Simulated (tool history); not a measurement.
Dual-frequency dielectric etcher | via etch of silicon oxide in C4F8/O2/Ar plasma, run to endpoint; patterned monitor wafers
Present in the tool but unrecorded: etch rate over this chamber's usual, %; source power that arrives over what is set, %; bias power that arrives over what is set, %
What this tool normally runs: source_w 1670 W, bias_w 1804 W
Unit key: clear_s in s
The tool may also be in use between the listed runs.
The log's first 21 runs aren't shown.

run,day,source_w,bias_w,wafers since the last listed run,hours since the last wet clean,hours since the last source power generator calibration,hours since the last bias power generator calibration,hours since the last upper electrode change,"incoming incoming film thickness, nm",clear_s
22,24.396,2010,1804,158,143.5,120.8,239.6,92.1,1212.5,223.2
23,25.438,1670,1804,116,168.5,145.8,264.6,117.1,1223.7,241.2
24,26.733,1670,1804,145,199.6,176.9,295.7,148.2,1215.4,238.0
25,27.517,1910,1519,87,218.4,195.7,314.5,167.0,1212.8,242.5
26,28.908,1670,2220,155,251.8,229.1,347.9,200.4,1223.7,219.1
27,29.804,1270,1969,100,273.3,250.6,369.4,221.9,1205.4,252.8
28,30.708,2080,1965,101,295.0,272.3,391.1,243.6,1214.4,211.2
29,31.933,1930,1545,137,324.4,301.7,420.5,273.0,1220.8,243.2
30,32.938,1670,2030,112,348.5,325.8,444.6,297.1,1217.4,224.5
# day 34.162: wet clean of the chamber
31,34.183,1350,2235,27,0.5,355.7,474.5,327.0,1219.3,231.4
32,34.512,1500,1676,36,8.4,363.6,482.4,334.9,1220.5,258.5
33,35.429,1430,1804,102,30.4,385.6,504.4,356.9,1207.8,249.8
34,35.929,1430,1804,56,42.4,397.6,516.4,368.9,1210.1,251.7

5 options for the next run, each taken on its own from the tool as it stands now. Forecast them:
A,35.950,1670,1804,2,42.9,398.1,516.9,369.4,1202.7,?
B,35.950,1330,1804,2,42.9,398.1,516.9,369.4,1202.7,?
C,35.950,1880,1804,2,42.9,398.1,516.9,369.4,1202.7,?
D,35.950,1390,2195,2,42.9,398.1,516.9,369.4,1202.7,?
E,35.950,1940,1804,2,42.9,398.1,516.9,369.4,1202.7,?

run,clear_s
A,235.4
B,256.3
C,225.1
D,230.8
E,222.4
With no hidden state in the tool, these same runs would have given:
run,clear_s
A,235.4
B,256.3
C,225.1
D,230.8
E,222.4
